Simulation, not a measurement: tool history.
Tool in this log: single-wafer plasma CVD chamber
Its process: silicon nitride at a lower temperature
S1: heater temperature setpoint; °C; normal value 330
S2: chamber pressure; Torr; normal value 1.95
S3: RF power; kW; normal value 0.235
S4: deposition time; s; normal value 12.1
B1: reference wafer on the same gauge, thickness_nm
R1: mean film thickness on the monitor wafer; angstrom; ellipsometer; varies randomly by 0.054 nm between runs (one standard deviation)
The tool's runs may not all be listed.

Run 1, day 0: usual settings; B1 12.128. Result: R1 125.39 angstrom.
Run 2, day 2.446: usual settings but S2 2.32 Torr, S4 13 s; B1 12.12. Result: R1 141.35 angstrom.
Run 3, day 4.275: usual settings; B1 12.137. Result: R1 125.3 angstrom.
Run 4, day 12.1: usual settings but S3 0.22 kW; B1 12.243. Result: R1 121.32 angstrom.
Run 5, day 13.308: usual settings but S3 0.22 kW; B1 12.204. Result: R1 121.75 angstrom.
Run 6, day 14.721: usual settings; B1 12.233. Result: R1 126.05 angstrom.
At day 16.712: thermocouple changed; heater temperature recalibrated.
Run 7, day 17.517: usual settings; B1 12.252. Result: R1 126.97 angstrom.
Run 8, day 19.108: usual settings; B1 12.25. Result: R1 125.89 angstrom.
At day 19.767: showerhead replaced.
Run 9, day 20.588: usual settings; B1 12.25. Result: R1 127.15 angstrom.
Run 10, day 22.35: usual settings but S1 338 °C, S2 2.24 Torr; B1 12.276. Result: R1 131.52 angstrom.
At day 23.354: RF generator calibrated.
At day 24.175: gauge calibrated.
Run 11, day 24.938: usual settings; B1 12.038. Result: R1 123.79 angstrom.
Run 12, day 26.838: usual settings but S1 340 °C, S3 0.28 kW; B1 12.046. Result: R1 138.25 angstrom.
Run 13, day 29.554: usual settings but S1 343 °C, S2 1.65 Torr, S4 14.5 s; B1 12.035. Result: R1 142.74 angstrom.
Run 14, day 30.592: usual settings but S1 322 °C, S2 1.69 Torr, S3 0.26 kW, S4 13.3 s; B1 12.087. Result: R1 139.96 angstrom.
Run 15, day 33.529: usual settings but S3 0.19 kW; B1 12.104. Result: R1 108.96 angstrom.
Run 16, day 35.542: usual settings; B1 12.117. Result: R1 125.21 angstrom.
Run 17, day 36.575: usual settings but S1 318 °C; B1 12.114. Result: R1 125.91 angstrom.
At day 39.017: capacitance manometer re-zeroed and calibrated.
Run 18, day 39.038: usual settings but S1 324 °C, S2 2.35 Torr; B1 12.125. Result: R1 131.52 angstrom.
Run 19, day 40.062: usual settings but S2 1.67 Torr, S4 10.1 s; B1 12.123. Result: R1 99.88 angstrom.
Run 20, day 41.725: usual settings but S4 11.2 s; B1 12.153. Result: R1 116.15 angstrom.

Run 21 comes next. What will it give?
Run 21, day 44.579: usual settings but S4 11.2 s; B1 ?. Result: R1 ?.

{"run 21": {"B1": 12.195, "R1": 116.55}}
With the hidden condition absent and the run-to-run variation left alone, this run would have shown R1 114.85 angstrom.

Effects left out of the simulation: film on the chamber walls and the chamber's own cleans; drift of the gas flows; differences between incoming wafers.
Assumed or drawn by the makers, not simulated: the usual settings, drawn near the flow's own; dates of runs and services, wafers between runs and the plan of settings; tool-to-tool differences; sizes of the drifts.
